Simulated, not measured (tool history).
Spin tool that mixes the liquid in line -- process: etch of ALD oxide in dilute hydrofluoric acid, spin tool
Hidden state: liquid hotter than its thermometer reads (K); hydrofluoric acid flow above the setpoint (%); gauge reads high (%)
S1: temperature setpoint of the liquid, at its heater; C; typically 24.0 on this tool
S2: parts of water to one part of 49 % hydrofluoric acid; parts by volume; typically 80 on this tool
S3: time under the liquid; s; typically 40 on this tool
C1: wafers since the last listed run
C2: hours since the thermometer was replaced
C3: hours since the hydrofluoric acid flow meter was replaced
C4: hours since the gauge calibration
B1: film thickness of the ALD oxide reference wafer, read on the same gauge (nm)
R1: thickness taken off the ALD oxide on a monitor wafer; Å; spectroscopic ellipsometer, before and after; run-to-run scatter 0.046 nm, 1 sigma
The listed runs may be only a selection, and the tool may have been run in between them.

run 1 hour=0.0 | S1=24.0 S2=80 S3=40 | C1=0 C2=2079.2 C3=656.8 C4=400.7 | B1=100.00 | R1=108.0
run 2 hour=12.7 | S1=24.0 S2=80 S3=40 | C1=172 C2=2091.9 C3=669.5 C4=413.4 | B1=100.00 | R1=107.0
run 3 hour=36.8 | S1=24.0 S2=80 S3=40 | C1=326 C2=2116.0 C3=693.6 C4=437.5 | B1=99.99 | R1=107.6
run 4 hour=53.7 | S1=24.0 S2=80 S3=40 | C1=229 C2=2132.9 C3=710.5 C4=454.4 | B1=100.01 | R1=108.2
run 5 hour=73.3 | S1=22.0 S2=100 S3=40 | C1=265 C2=2152.5 C3=730.1 C4=474.0 | B1=100.01 | R1=77.7
run 6 hour=100.0 | S1=22.0 S2=100 S3=40 | C1=362 C2=2179.2 C3=756.8 C4=500.7 | B1=99.98 | R1=77.7
run 7 hour=131.3 | S1=24.0 S2=80 S3=40 | C1=424 C2=2210.5 C3=788.1 C4=532.0 | B1=99.98 | R1=108.9
run 8 hour=144.4 | S1=27.0 S2=80 S3=40 | C1=177 C2=2223.6 C3=801.2 C4=545.1 | B1=100.00 | R1=122.5
run 9 hour=194.6 | S1=27.0 S2=80 S3=40 | C1=680 C2=2273.8 C3=851.4 C4=595.3 | B1=100.01 | R1=123.9
run 10 hour=217.0 | S1=27.0 S2=80 S3=40 | C1=303 C2=2296.2 C3=873.8 C4=617.7 | B1=100.01 | R1=123.3
run 11 hour=233.5 | S1=23.0 S2=50 S3=40 | C1=223 C2=2312.7 C3=890.3 C4=634.2 | B1=99.97 | R1=174.8
run 12 hour=251.2 | S1=23.0 S2=50 S3=40 | C1=239 C2=2330.4 C3=908.0 C4=651.9 | B1=100.00 | R1=174.8
run 13 hour=277.8 | S1=24.0 S2=80 S3=40 | C1=360 C2=2357.0 C3=934.6 C4=678.5 | B1=100.00 | R1=110.1
run 14 hour=303.0 | S1=28.0 S2=80 S3=40 | C1=341 C2=2382.2 C3=959.8 C4=703.7 | B1=100.00 | R1=128.1
run 15 hour=337.8 | S1=24.0 S2=65 S3=15 | C1=471 C2=2417.0 C3=994.6 C4=738.5 | B1=100.00 | R1=51.7
run 16 hour=358.8 | S1=19.0 S2=115 S3=50 | C1=284 C2=2438.0 C3=1015.6 C4=759.5 | B1=100.00 | R1=75.9
-- hour=365.9 hydrofluoric acid flow meter replaced
run 17 hour=374.6 | S1=28.0 S2=80 S3=25 | C1=200 C2=2453.8 C3=8.7 C4=775.3 | B1=100.01 | R1=77.5
run 18 hour=397.8 | S1=25.5 S2=105 S3=25 | C1=314 C2=2477.0 C3=31.9 C4=798.5 | B1=100.00 | R1=51.9
-- hour=409.1 gauge calibrated
run 19 hour=432.1 | S1=24.0 S2=65 S3=40 | C1=465 C2=2511.3 C3=66.2 C4=23.0 | B1=99.98 | R1=132.9
-- hour=451.2 thermometer replaced
run 20 hour=452.4 | S1=24.0 S2=65 S3=15 | C1=261 C2=1.2 C3=86.5 C4=43.3 | B1=100.01 | R1=46.8
run 21 hour=471.5 | S1=24.0 S2=80 S3=40 | C1=258 C2=20.3 C3=105.6 C4=62.4 | B1=100.00 | R1=100.1
run 22 hour=485.9 | S1=21.5 S2=80 S3=20 | C1=195 C2=34.7 C3=120.0 C4=76.8 | B1=99.99 | R1=44.6
run 23 hour=559.9 | S1=20.5 S2=80 S3=40 | C1=1003 C2=108.7 C3=194.0 C4=150.8 | B1=100.01 | R1=86.4
run 24 hour=593.2 | S1=19.5 S2=95 S3=55 | C1=451 C2=142.0 C3=227.3 C4=184.1 | B1=99.99 | R1=95.3
run 25 hour=611.0 | S1=24.0 S2=80 S3=40 | C1=241 C2=159.8 C3=245.1 C4=201.9 | B1=100.00 | R1=99.1
run 26 hour=633.9 | S1=22.0 S2=50 S3=60 | C1=310 C2=182.7 C3=268.0 C4=224.8 | B1=99.98 | R1=231.3
run 27 hour=658.8 | S1=20.5 S2=100 S3=40 | C1=337 C2=207.6 C3=292.9 C4=249.7 | B1=100.00 | R1=68.1

Predict each of these 4 candidate next runs independently; none follows another, all start after run 27:
run A hour=659.2 | S1=24.0 S2=80 S3=40 | C1=5 C2=208.0 C3=293.3 C4=250.1 | B1=? | R1=?
run B hour=659.2 | S1=29.0 S2=80 S3=40 | C1=5 C2=208.0 C3=293.3 C4=250.1 | B1=? | R1=?
run C hour=659.2 | S1=20.5 S2=55 S3=20 | C1=5 C2=208.0 C3=293.3 C4=250.1 | B1=? | R1=?
run D hour=659.2 | S1=26.5 S2=95 S3=15 | C1=5 C2=208.0 C3=293.3 C4=250.1 | B1=? | R1=?

run=A B1=100.00 R1=99.8
run=B B1=100.00 R1=121.5
run=C B1=100.00 R1=64.9
run=D B1=100.00 R1=34.1
With the hidden condition removed and each run's random variation left untouched, the same runs would have given:
run=A R1=96.6
run=B R1=117.6
run=C R1=62.7
run=D R1=33.0
